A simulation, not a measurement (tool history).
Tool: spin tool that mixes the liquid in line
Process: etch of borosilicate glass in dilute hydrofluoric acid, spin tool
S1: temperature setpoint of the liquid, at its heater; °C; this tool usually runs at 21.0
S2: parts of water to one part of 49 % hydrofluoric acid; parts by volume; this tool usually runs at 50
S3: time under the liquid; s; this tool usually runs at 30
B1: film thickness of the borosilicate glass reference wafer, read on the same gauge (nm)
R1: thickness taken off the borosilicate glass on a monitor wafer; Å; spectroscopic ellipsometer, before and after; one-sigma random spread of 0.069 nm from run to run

Run 1, hour 0.0: usual settings but S2 55 parts by volume; B1 140.01. Result: R1 136.2 Å.
At hour 1.6: hydrofluoric acid flow meter replaced.
Run 2, hour 43.6: usual settings; B1 140.00. Result: R1 151.7 Å.
Run 3, hour 81.6: usual settings; B1 140.00. Result: R1 150.1 Å.
Run 4, hour 137.2: usual settings; B1 140.00. Result: R1 150.5 Å.
Run 5, hour 214.7: usual settings; B1 140.00. Result: R1 150.7 Å.
Run 6, hour 292.5: usual settings; B1 140.00. Result: R1 150.2 Å.
Run 7, hour 396.8: usual settings; B1 140.01. Result: R1 149.2 Å.
Run 8, hour 451.1: usual settings; B1 139.99. Result: R1 148.8 Å.
Run 9, hour 541.4: usual settings; B1 140.02. Result: R1 149.4 Å.
Run 10, hour 618.4: usual settings; B1 140.00. Result: R1 149.9 Å.
Run 11, hour 687.2: usual settings but S1 19.0 °C, S3 40 s; B1 140.00. Result: R1 180.2 Å.
At hour 765.7: gauge calibrated.
Run 12, hour 773.2: usual settings but S1 24.5 °C, S2 55 parts by volume, S3 15 s; B1 140.00. Result: R1 77.9 Å.
Run 13, hour 844.1: usual settings but S1 19.0 °C, S2 70 parts by volume, S3 45 s; B1 140.00. Result: R1 142.3 Å.
Run 14, hour 910.0: usual settings but S2 40 parts by volume, S3 45 s; B1 140.00. Result: R1 280.8 Å.
At hour 975.0: thermometer replaced.
Run 15, hour 1013.4: usual settings but S1 24.5 °C, S2 35 parts by volume; B1 139.99. Result: R1 264.8 Å.
Run 16, hour 1109.4: usual settings; B1 140.00. Result: R1 157.1 Å.
Run 17, hour 1191.9: usual settings; B1 140.00. Result: R1 157.1 Å.
Run 18, hour 1253.9: usual settings but S1 24.0 °C, S2 40 parts by volume, S3 25 s; B1 139.99. Result: R1 187.1 Å.
Run 19, hour 1321.0: usual settings but S1 19.5 °C, S3 45 s; B1 140.00. Result: R1 220.9 Å.
Run 20, hour 1428.6: usual settings but S1 19.0 °C, S3 20 s; B1 139.99. Result: R1 95.2 Å.
Run 21, hour 1517.1: usual settings; B1 140.00. Result: R1 157.5 Å.
Run 22, hour 1624.3: usual settings but S3 15 s; B1 139.99. Result: R1 77.6 Å.
Run 23, hour 1696.2: usual settings but S1 17.5 °C, S2 75 parts by volume, S3 40 s; B1 139.99. Result: R1 115.8 Å.
Run 24, hour 1777.5: usual settings but S1 22.5 °C, S2 25 parts by volume, S3 45 s; B1 139.99. Result: R1 510.1 Å.
At hour 1787.3: hydrofluoric acid flow meter replaced.
Run 25, hour 1958.0: usual settings; B1 139.99. Result: R1 154.3 Å.
Run 26, hour 2048.6: usual settings but S1 25.0 °C, S2 75 parts by volume; B1 139.98. Result: R1 116.8 Å.
Run 27, hour 2091.4: usual settings but S2 65 parts by volume, S3 20 s; B1 139.99. Result: R1 77.2 Å.
Run 28, hour 2138.1: usual settings but S1 17.0 °C, S2 55 parts by volume, S3 35 s; B1 140.01. Result: R1 136.3 Å.
Run 29, hour 2366.7: usual settings but S1 24.5 °C; B1 140.01. Result: R1 176.1 Å.
Run 30, hour 2422.2: usual settings but S1 18.5 °C, S3 40 s; B1 140.01. Result: R1 181.8 Å.
Run 31, hour 2482.9: usual settings but S1 17.5 °C, S2 30 parts by volume, S3 15 s; B1 140.00. Result: R1 111.4 Å.
Run 32, hour 2567.0: usual settings but S2 70 parts by volume, S3 20 s; B1 139.99. Result: R1 70.6 Å.

Forecast each of these 5 alternatives for the next run:
Run A, hour 2567.4: usual settings but S2 35 parts by volume; B1 ?. Result: R1 ?.
Run B, hour 2567.4: usual settings but S1 17.0 °C; B1 ?. Result: R1 ?.
Run C, hour 2567.4: usual settings but S2 35 parts by volume, S3 25 s; B1 ?. Result: R1 ?.
Run D, hour 2567.4: usual settings but S1 17.0 °C, S2 25 parts by volume; B1 ?. Result: R1 ?.
Run E, hour 2567.4: usual settings but S2 25 parts by volume, S3 20 s; B1 ?. Result: R1 ?.

run      B1     R1
  A  139.99  220.9
  B  139.99  127.8
  C  139.99  184.1
  D  139.99  262.6
  E  139.99  208.7
With no hidden state in the tool, these same runs would have given:
run     R1
  A  230.2
  B  133.3
  C  191.8
  D  274.0
  E  217.5
